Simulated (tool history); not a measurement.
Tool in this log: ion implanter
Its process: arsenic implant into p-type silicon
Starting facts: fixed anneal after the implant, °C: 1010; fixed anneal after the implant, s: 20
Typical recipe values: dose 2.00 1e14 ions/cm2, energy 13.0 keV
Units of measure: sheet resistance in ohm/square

run    day  dose  energy  wafers since the last listed run  hours since the last dose calibration  hours since the extraction supply was calibrated  hours since the gauge calibration  read-back reference wafer on the same gauge, sheet resistance  sheet resistance
  1  0.000  2.18    13.0                                 0                                 1234.7                                            4487.1                               75.9                                                         433.04            398.09
  2  0.575  2.00    13.0                               352                                 1248.5                                            4500.9                               89.7                                                         433.00            426.01
  3  1.200  2.00    13.0                               383                                 1263.5                                            4515.9                              104.7                                                         432.90            425.25
     1.558  -- gauge calibrated
  4  1.883  2.00    13.0                               419                                 1279.9                                            4532.3                                7.8                                                         432.94            425.38
  5  2.558  2.00    10.5                               414                                 1296.1                                            4548.5                               24.0                                                         433.03            435.95
  6  3.008  2.00    10.5                               276                                 1306.9                                            4559.3                               34.8                                                         432.80            436.50
  7  3.712  2.00    10.5                               432                                 1323.8                                            4576.2                               51.7                                                         432.93            435.42
  8  4.271  2.00    11.0                               342                                 1337.2                                            4589.6                               65.1                                                         433.12            433.73
     4.679  -- extraction supply calibrated
     4.908  -- Faraday cup replaced and dose calibrated
  9  4.929  2.00    13.0                                58                                    0.5                                               6.0                               80.9                                                         433.03            408.99
 10  5.112  2.31    16.5                               112                                    4.9                                              10.4                               85.3                                                         432.97            356.94

The next listed run, before its measurement:
 11  5.608  1.49    17.0                               304                                   16.8                                              22.3                               97.2                                                              ?                 ?

{"run 11": {"read-back reference wafer on the same gauge, sheet resistance": 433.14, "sheet resistance": 493.78}}
With the hidden condition absent and the run-to-run variation left alone, this run would have shown sheet resistance 492.89 ohm/square.
